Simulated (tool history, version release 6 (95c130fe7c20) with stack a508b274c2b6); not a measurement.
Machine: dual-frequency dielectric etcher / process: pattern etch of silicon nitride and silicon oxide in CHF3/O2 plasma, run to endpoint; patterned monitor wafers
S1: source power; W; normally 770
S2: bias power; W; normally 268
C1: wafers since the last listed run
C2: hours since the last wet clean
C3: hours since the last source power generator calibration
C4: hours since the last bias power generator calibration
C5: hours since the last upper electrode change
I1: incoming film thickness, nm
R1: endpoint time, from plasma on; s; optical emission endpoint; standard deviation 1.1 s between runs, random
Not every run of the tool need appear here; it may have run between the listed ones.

run,hour,S1,S2,C1,C2,C3,C4,C5,I1,R1
1,0.0,770,268,0,401.7,2365.5,1600.1,4694.6,271.9,150.8
2,13.2,770,268,81,414.9,2378.7,1613.3,4707.8,272.3,148.4
3,22.1,770,268,54,423.8,2387.6,1622.2,4716.7,271.2,150.9
4,38.8,910,283,102,440.5,2404.3,1638.9,4733.4,272.4,137.2
5,52.8,910,283,86,454.5,2418.3,1652.9,4747.4,274.3,137.5
6,63.3,910,283,64,465.0,2428.8,1663.4,4757.9,271.3,136.8
7,76.5,670,229,81,478.2,2442.0,1676.6,4771.1,271.8,171.2
8,88.2,770,268,72,489.9,2453.7,1688.3,4782.8,274.2,153.5
9,99.8,770,268,71,501.5,2465.3,1699.9,4794.4,273.5,151.8
10,109.7,770,268,60,511.4,2475.2,1709.8,4804.3,271.1,150.8
# hour 115.8: source power generator calibrated
# hour 147.7: wet clean of the chamber
11,148.2,770,268,64,0.5,32.4,1748.3,4842.8,275.6,140.1
12,148.6,770,268,2,0.9,32.8,1748.7,4843.2,271.5,140.9
13,148.9,770,268,1,1.2,33.1,1749.0,4843.5,273.0,141.1
# hour 176.5: bias power generator calibrated
# hour 178.8: upper electrode replaced
14,179.3,910,234,148,31.6,63.5,2.8,0.5,272.1,134.4
15,186.8,910,283,46,39.1,71.0,10.3,8.0,272.8,127.0
16,205.0,690,294,112,57.3,89.2,28.5,26.2,271.4,145.1
17,220.6,960,308,96,72.9,104.8,44.1,41.8,271.3,121.7
18,231.7,690,248,68,84.0,115.9,55.2,52.9,274.6,153.4
19,248.6,580,320,104,100.9,132.8,72.1,69.8,272.0,152.9
20,260.8,770,268,75,113.1,145.0,84.3,82.0,272.5,142.3
21,271.0,920,299,62,123.3,155.2,94.5,92.2,269.7,123.1
22,277.8,680,218,41,130.1,162.0,101.3,99.0,273.3,162.7
23,290.3,770,268,76,142.6,174.5,113.8,111.5,272.5,143.3
24,307.5,950,303,105,159.8,191.7,131.0,128.7,272.3,124.7
25,315.4,930,243,48,167.7,199.6,138.9,136.6,268.7,133.5
26,326.9,770,268,70,179.2,211.1,150.4,148.1,271.9,143.9
27,336.3,910,319,57,188.6,220.5,159.8,157.5,272.9,125.9
28,350.1,950,303,84,202.4,234.3,173.6,171.3,271.2,124.0

Run by run, hidden condition taken away, random variation retained:
The tool's hidden condition here consists of: etch rate over this chamber's usual, %; source power that arrives over what is set, %; bias power that arrives over what is set, %.
run,R1
1,142.2
2,139.8
3,142.0
4,128.8
5,128.9
6,128.1
7,160.1
8,143.3
9,141.6
10,140.5
11,141.2
12,142.1
13,142.2
14,135.1
15,127.5
16,145.4
17,121.7
18,153.3
19,152.5
20,141.7
21,122.5
22,161.8
23,142.3
24,123.6
25,132.2
26,142.3
27,124.3
28,122.3

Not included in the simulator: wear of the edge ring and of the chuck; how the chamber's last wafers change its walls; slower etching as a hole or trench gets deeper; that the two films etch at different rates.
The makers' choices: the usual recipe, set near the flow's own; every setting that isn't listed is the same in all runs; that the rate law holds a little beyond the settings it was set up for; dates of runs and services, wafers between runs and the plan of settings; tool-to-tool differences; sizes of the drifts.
